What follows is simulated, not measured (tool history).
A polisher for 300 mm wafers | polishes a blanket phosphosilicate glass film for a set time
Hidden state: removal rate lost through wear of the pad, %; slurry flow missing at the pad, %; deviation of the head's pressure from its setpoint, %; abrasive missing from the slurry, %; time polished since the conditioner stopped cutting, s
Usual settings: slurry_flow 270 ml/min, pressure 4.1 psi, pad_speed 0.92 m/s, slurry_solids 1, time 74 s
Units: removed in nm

| run | hour | slurry_flow | pressure | pad_speed | slurry_solids | time | wafers since the last listed run | wafers polished on this pad | hours since the slurry nozzle was cleaned | hours since the head pressure was calibrated | hours since the slurry blender was calibrated | hours since the conditioning disc was replaced | incoming thickness of the incoming film, nm | removed |
|---|---|---|---|---|---|---|---|---|---|---|---|---|---|---|
| 1 | 0 | 270 | 4.1 | 0.92 | 1 | 92 | 0 | 100 | 65.7 | 694.5 | 259 | 360.8 | 2170.3 | 817.7 |
|  | 14.7 | slurry blender recalibrated |
|  | 15 | head pressure recalibrated |
| 2 | 49.1 | 270 | 4.1 | 0.92 | 1 | 92 | 596 | 696 | 114.8 | 34.1 | 34.4 | 409.9 | 2144.4 | 832.9 |
|  | 70.6 | conditioning disc replaced and pad reconditioned |
| 3 | 110.4 | 270 | 4.1 | 0.92 | 1 | 92 | 757 | 1454 | 176.1 | 95.4 | 95.7 | 39.8 | 2174.2 | 1007.7 |
| 4 | 172.6 | 210 | 4.1 | 0.92 | 1 | 74 | 794 | 2248 | 238.3 | 157.6 | 157.9 | 102 | 2162.2 | 758 |
| 5 | 236.7 | 270 | 4.1 | 0.92 | 1 | 74 | 818 | 3066 | 302.4 | 221.7 | 222 | 166.1 | 2156 | 744.6 |
|  | 267 | worn pad replaced by a new one |
| 6 | 267.5 | 270 | 4.1 | 0.8 | 1 | 74 | 342 | 5 | 333.2 | 252.5 | 252.8 | 196.9 | 2174.2 | 649.1 |
|  | 270.7 | slurry blender recalibrated |
| 7 | 302 | 270 | 4.1 | 0.8 | 1 | 74 | 414 | 420 | 367.7 | 287 | 31.3 | 231.4 | 2187.2 | 671.1 |
| 8 | 341.1 | 270 | 4.1 | 0.8 | 1 | 74 | 499 | 920 | 406.8 | 326.1 | 70.4 | 270.5 | 2200.1 | 671.5 |
|  | 400.1 | slurry nozzle cleaned |
| 9 | 400.6 | 295 | 3.5 | 0.92 | 1 | 74 | 746 | 1667 | 0.5 | 385.6 | 129.9 | 330 | 2175.3 | 610 |
| 10 | 470.8 | 295 | 3.5 | 0.92 | 1 | 74 | 896 | 2563 | 70.7 | 455.8 | 200.1 | 400.2 | 2173.9 | 591.8 |
|  | 475.7 | conditioning disc replaced and pad reconditioned |
|  | 512.6 | slurry blender recalibrated |
| 11 | 530.6 | 295 | 3.5 | 0.92 | 1 | 74 | 712 | 3275 | 130.5 | 515.6 | 18 | 54.9 | 2140.2 | 689.7 |
|  | 572.2 | worn pad replaced by a new one |
| 12 | 601.6 | 270 | 4.1 | 1.14 | 1 | 74 | 855 | 375 | 201.5 | 586.6 | 89 | 125.9 | 2177.4 | 948 |
| 13 | 670.1 | 270 | 4.1 | 1.14 | 1 | 74 | 874 | 1250 | 270 | 655.1 | 157.5 | 194.4 | 2149.7 | 871.6 |
| 14 | 704.7 | 270 | 3.7 | 0.92 | 1 | 74 | 441 | 1692 | 304.6 | 689.7 | 192.1 | 229 | 2147.3 | 672.6 |
| 15 | 771.8 | 350 | 4.1 | 0.92 | 1.15 | 74 | 856 | 2549 | 371.7 | 756.8 | 259.2 | 296.1 | 2172.5 | 752.5 |
|  | 788.1 | slurry blender recalibrated |
| 16 | 835.8 | 270 | 4.1 | 0.92 | 1 | 74 | 791 | 3340 | 435.7 | 820.8 | 47.7 | 360.1 | 2165.3 | 724.3 |
|  | 841.3 | worn pad replaced by a new one |
|  | 881.4 | conditioning disc replaced and pad reconditioned |
|  | 902.9 | head pressure recalibrated |
| 17 | 903.4 | 270 | 4.1 | 0.92 | 1 | 74 | 760 | 741 | 503.3 | 0.5 | 115.3 | 22 | 2183.9 | 776.3 |
|  | 928.9 | slurry nozzle cleaned |
| 18 | 949 | 185 | 4.1 | 0.92 | 1 | 74 | 569 | 1310 | 20.1 | 46.1 | 160.9 | 67.6 | 2199.5 | 744.5 |
| 19 | 973.6 | 270 | 4.1 | 0.92 | 0.85 | 74 | 314 | 1625 | 44.7 | 70.7 | 185.5 | 92.2 | 2206.5 | 698.8 |
|  | 1029.1 | slurry blender recalibrated |
| 20 | 1037.6 | 270 | 3.6 | 0.92 | 1 | 52 | 791 | 2416 | 108.7 | 134.7 | 8.5 | 156.2 | 2183 | 465.6 |
|  | 1105.2 | worn pad replaced by a new one |
| 21 | 1105.8 | 270 | 4.1 | 0.92 | 0.9 | 74 | 819 | 7 | 176.9 | 202.9 | 76.7 | 224.4 | 2169 | 707.9 |
| 22 | 1167.9 | 270 | 4.1 | 0.74 | 1.2 | 74 | 792 | 800 | 239 | 265 | 138.8 | 286.5 | 2163.1 | 647.6 |
| 23 | 1204.7 | 295 | 3.5 | 0.92 | 1 | 74 | 469 | 1270 | 275.8 | 301.8 | 175.6 | 323.3 | 2214.3 | 614.3 |
| 24 | 1243 | 350 | 4.1 | 1.06 | 1 | 90 | 489 | 1759 | 314.1 | 340.1 | 213.9 | 361.6 | 2152.3 | 907.1 |
| 25 | 1278.5 | 270 | 3.2 | 0.7 | 1.25 | 85 | 453 | 2212 | 349.6 | 375.6 | 249.4 | 397.1 | 2177.4 | 532.3 |
|  | 1289.1 | conditioning disc replaced and pad reconditioned |
|  | 1329.7 | slurry blender recalibrated |
| 26 | 1330.5 | 195 | 4.1 | 0.92 | 1 | 74 | 612 | 2825 | 401.6 | 427.6 | 0.8 | 41.4 | 2169.3 | 774.7 |

Hidden state at the last listed run before each entry between runs and at the first one after, where it differs:
Between runs 1 and 2: slurry blender recalibrated (hour 14.7); head pressure recalibrated (hour 15)
  abrasive missing from the slurry, %: 13.7 -> 1.29; time polished since the conditioner stopped cutting, s: 234 -> 288
  measured less the result without the state, removed: -195.2 -> -163.8 nm
Between runs 2 and 3: conditioning disc replaced and pad reconditioned (hour 70.6)
  abrasive missing from the slurry, %: 1.29 -> 2.83; time polished since the conditioner stopped cutting, s: 288 -> 7.13
  measured less the result without the state, removed: -163.8 -> -18.4 nm
Between runs 5 and 6: worn pad replaced by a new one (hour 267)
  abrasive missing from the slurry, %: 10.6 -> 13.4; time polished since the conditioner stopped cutting, s: 44.2 -> 60.1
  measured less the result without the state, removed: -64.1 -> -70.9 nm
Between runs 6 and 7: slurry blender recalibrated (hour 270.7)
  abrasive missing from the slurry, %: 13.4 -> 2.25; time polished since the conditioner stopped cutting, s: 60.1 -> 81.2
  measured less the result without the state, removed: -70.9 -> -41.3 nm
Between runs 8 and 9: slurry nozzle cleaned (hour 400.1)
  abrasive missing from the slurry, %: 3.02 -> 5.32; time polished since the conditioner stopped cutting, s: 109 -> 160
  measured less the result without the state, removed: -55.4 -> -75.3 nm
Between runs 10 and 11: conditioning disc replaced and pad reconditioned (hour 475.7); slurry blender recalibrated (hour 512.6)
  abrasive missing from the slurry, %: 9.79 -> 0.368; time polished since the conditioner stopped cutting, s: 233 -> 9.93
  measured less the result without the state, removed: -113.5 -> -5.5 nm
Between runs 11 and 12: worn pad replaced by a new one (hour 572.2)
  abrasive missing from the slurry, %: 0.368 -> 1.83; time polished since the conditioner stopped cutting, s: 9.93 -> 28.2
  measured less the result without the state, removed: -5.5 -> -31.8 nm
Between runs 15 and 16: slurry blender recalibrated (hour 788.1)
  abrasive missing from the slurry, %: 13.3 -> 3.19; time polished since the conditioner stopped cutting, s: 131 -> 190
  measured less the result without the state, removed: -120.1 -> -106 nm
Between runs 16 and 17: worn pad replaced by a new one (hour 841.3); conditioning disc replaced and pad reconditioned (hour 881.4); head pressure recalibrated (hour 902.9)
  abrasive missing from the slurry, %: 3.19 -> 5.31; time polished since the conditioner stopped cutting, s: 190 -> 21.2
  measured less the result without the state, removed: -106 -> -31.6 nm
Between runs 17 and 18: slurry nozzle cleaned (hour 928.9)
  abrasive missing from the slurry, %: 5.31 -> 7.75; time polished since the conditioner stopped cutting, s: 21.2 -> 27
  measured less the result without the state, removed: -31.6 -> -43 nm
Between runs 19 and 20: slurry blender recalibrated (hour 1029.1)
  abrasive missing from the slurry, %: 9.39 -> 3.09; time polished since the conditioner stopped cutting, s: 32.6 -> 55.3
  measured less the result without the state, removed: -52.4 -> -23.3 nm
Between runs 20 and 21: worn pad replaced by a new one (hour 1105.2)
  abrasive missing from the slurry, %: 3.09 -> 4.21; time polished since the conditioner stopped cutting, s: 55.3 -> 92.2
  measured less the result without the state, removed: -23.3 -> -61.8 nm
Between runs 25 and 26: conditioning disc replaced and pad reconditioned (hour 1289.1); slurry blender recalibrated (hour 1329.7)
  abrasive missing from the slurry, %: 15.1 -> 0.763; time polished since the conditioner stopped cutting, s: 245 -> 11.5
  measured less the result without the state, removed: -97.1 -> -9.2 nm
